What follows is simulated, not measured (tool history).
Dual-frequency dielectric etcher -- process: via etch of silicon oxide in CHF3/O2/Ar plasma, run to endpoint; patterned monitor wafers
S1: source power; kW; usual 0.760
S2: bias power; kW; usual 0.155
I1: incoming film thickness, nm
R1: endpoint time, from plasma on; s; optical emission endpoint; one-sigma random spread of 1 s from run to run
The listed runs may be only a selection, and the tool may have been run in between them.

run    hour     S1     S2     I1     R1
  1     0.0  0.760  0.155  800.7  339.2
  2    33.4  0.760  0.155  794.0  336.6
  3    91.5  0.760  0.155  790.4  335.7
  4   120.2  0.760  0.155  797.1  340.4
  5   181.7  0.760  0.141  795.3  348.3
  6   212.1  0.760  0.155  798.7  341.4
  7   248.2  0.760  0.155  789.4  337.5
  8   289.9  0.650  0.155  794.0  359.4
  9   332.4  0.650  0.155  795.1  359.5
 10   377.5  0.650  0.155  803.1  364.1
 11   405.3  0.760  0.155  799.0  344.2
 12   475.8  0.760  0.155  788.2  338.3
      519.2  -- wet clean of the chamber
 13   537.0  0.760  0.155  800.2  340.0
 14   590.9  0.760  0.155  788.7  334.8
 15   633.6  0.760  0.155  791.4  336.7
 16   677.7  0.760  0.155  789.8  335.3
 17   743.1  0.760  0.155  794.9  340.2
 18   793.1  0.820  0.173  793.1  318.7
 19   861.7  0.830  0.130  789.6  344.3
 20   924.0  0.630  0.167  791.5  352.5
     1000.6  -- upper electrode replaced
     1004.1  -- bias power generator calibrated
 21  1004.6  0.600  0.155  800.5  369.9
     1029.9  -- source power generator calibrated
     1046.5  -- wet clean of the chamber
 22  1047.0  0.830  0.130  794.6  343.0
 23  1111.0  0.880  0.138  795.2  330.0
 24  1173.1  0.820  0.127  800.8  349.8
 25  1240.8  0.670  0.123  792.0  373.4
 26  1301.4  0.610  0.120  791.6  389.5
 27  1372.2  0.760  0.155  794.5  339.3
 28  1441.9  0.650  0.182  801.2  345.1
 29  1512.4  0.870  0.194  789.0  302.9
 30  1541.4  0.760  0.155  794.4  341.5

Expected results for the next run?
     1565.8  -- wet clean of the chamber
 31  1602.4  0.760  0.155  792.3   ?

Run 31 came out at R1 337.0 s.
The same run, on a tool lacking any hidden state, would have yielded R1 336.7 s.
